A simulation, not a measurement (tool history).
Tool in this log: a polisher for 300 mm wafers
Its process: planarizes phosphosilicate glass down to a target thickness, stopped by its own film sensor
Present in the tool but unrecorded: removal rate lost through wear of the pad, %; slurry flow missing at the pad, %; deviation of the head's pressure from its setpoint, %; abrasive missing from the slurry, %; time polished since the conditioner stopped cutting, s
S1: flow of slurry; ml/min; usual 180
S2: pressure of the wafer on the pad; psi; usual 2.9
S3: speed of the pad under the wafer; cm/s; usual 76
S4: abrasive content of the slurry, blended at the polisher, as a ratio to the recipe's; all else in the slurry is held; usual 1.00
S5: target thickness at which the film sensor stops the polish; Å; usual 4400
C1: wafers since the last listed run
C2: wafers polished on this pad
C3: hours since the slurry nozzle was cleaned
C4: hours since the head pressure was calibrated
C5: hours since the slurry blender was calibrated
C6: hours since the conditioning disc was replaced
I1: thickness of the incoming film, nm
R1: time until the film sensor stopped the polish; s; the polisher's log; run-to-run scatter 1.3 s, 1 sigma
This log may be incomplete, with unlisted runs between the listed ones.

run	hour	S1	S2	S3	S4	S5	C1	C2	C3	C4	C5	C6	I1	R1
1	0.0	180	2.9	76	0.90	4400	0	376	351.1	785.7	442.8	150.7	1012.5	118.1
# hour 3.7: conditioning disc replaced and pad reconditioned
2	11.5	180	2.9	76	0.90	4400	67	444	362.6	797.2	454.3	7.8	982.4	102.8
3	20.9	180	2.9	76	1.00	4400	67	511	372.0	806.6	463.7	17.2	1017.2	110.8
4	28.0	180	2.9	76	1.00	4400	50	562	379.1	813.7	470.8	24.3	979.4	102.5
# hour 35.5: head pressure recalibrated
5	40.8	180	2.9	76	1.00	4400	77	639	391.9	5.3	483.6	37.1	994.6	109.0
6	48.1	180	2.9	76	1.00	4400	52	691	399.2	12.6	490.9	44.4	1009.0	108.8
7	55.7	180	2.9	76	1.00	4400	54	745	406.8	20.2	498.5	52.0	1002.6	113.1
8	64.5	180	3.8	58	1.00	4400	62	808	415.6	29.0	507.3	60.8	1005.7	105.6
# hour 77.1: slurry nozzle cleaned
# hour 79.9: slurry blender recalibrated
9	106.8	180	2.4	76	1.00	5560	280	1089	29.7	71.3	26.9	103.1	995.3	107.9
10	119.5	155	2.9	76	0.75	4400	90	1179	42.4	84.0	39.6	115.8	998.8	128.7
# hour 124.9: worn pad replaced by a new one
11	129.5	180	2.9	66	1.00	4400	42	32	52.4	94.0	49.6	125.8	1015.6	127.6
12	142.2	180	2.9	76	1.00	4400	90	123	65.1	106.7	62.3	138.5	1017.3	119.1
13	152.3	130	2.9	76	1.00	4400	72	195	75.2	116.8	72.4	148.6	1005.3	121.9
14	161.1	180	3.3	76	1.00	3430	62	258	84.0	125.6	81.2	157.4	999.3	119.5
15	168.3	180	2.9	76	1.00	4400	51	309	91.2	132.8	88.4	164.6	1002.7	112.4
16	177.8	235	2.9	76	1.00	2790	67	377	100.7	142.3	97.9	174.1	1005.0	140.6
17	187.2	120	2.9	76	0.75	4400	67	444	110.1	151.7	107.3	183.5	1007.0	138.8
# hour 193.0: conditioning disc replaced and pad reconditioned
18	197.5	180	2.9	90	1.00	4400	59	503	120.4	162.0	117.6	4.5	1021.9	96.0
19	230.9	180	2.9	76	1.00	4400	238	742	153.8	195.4	151.0	37.9	991.7	108.9
20	238.4	150	3.8	100	1.00	4400	53	795	161.3	202.9	158.5	45.4	1006.8	73.9
21	248.2	180	2.9	102	1.15	4400	69	865	171.1	212.7	168.3	55.2	990.9	85.7
22	260.8	150	2.9	84	1.10	6040	89	955	183.7	225.3	180.9	67.8	985.5	69.9
23	266.8	140	2.9	84	1.00	4400	42	998	189.7	231.3	186.9	73.8	1020.6	113.1
24	275.5	180	2.9	100	1.00	2630	62	1060	198.4	240.0	195.6	82.5	992.9	124.7
25	285.4	180	2.0	76	1.25	5350	70	1131	208.3	249.9	205.5	92.4	1006.4	123.9

Exercise: give the hidden state of the tool at every run:
removal rate lost through wear of the pad, %: 0 across all the runs
slurry flow missing at the pad, %: 0 across all the runs
deviation of the head's pressure from its setpoint, %: 0 across all the runs
abrasive missing from the slurry, %: 0 across all the runs
H1: time polished since the conditioner stopped cutting, s
run	H1
1	282
2	43.2
3	83
4	109
5	149
6	168
7	185
8	202
9	257
10	267
11	274
12	281
13	285
14	288
15	291
16	293
17	296
18	63.9
19	187
20	206
21	228
22	251
23	260
24	272
25	283
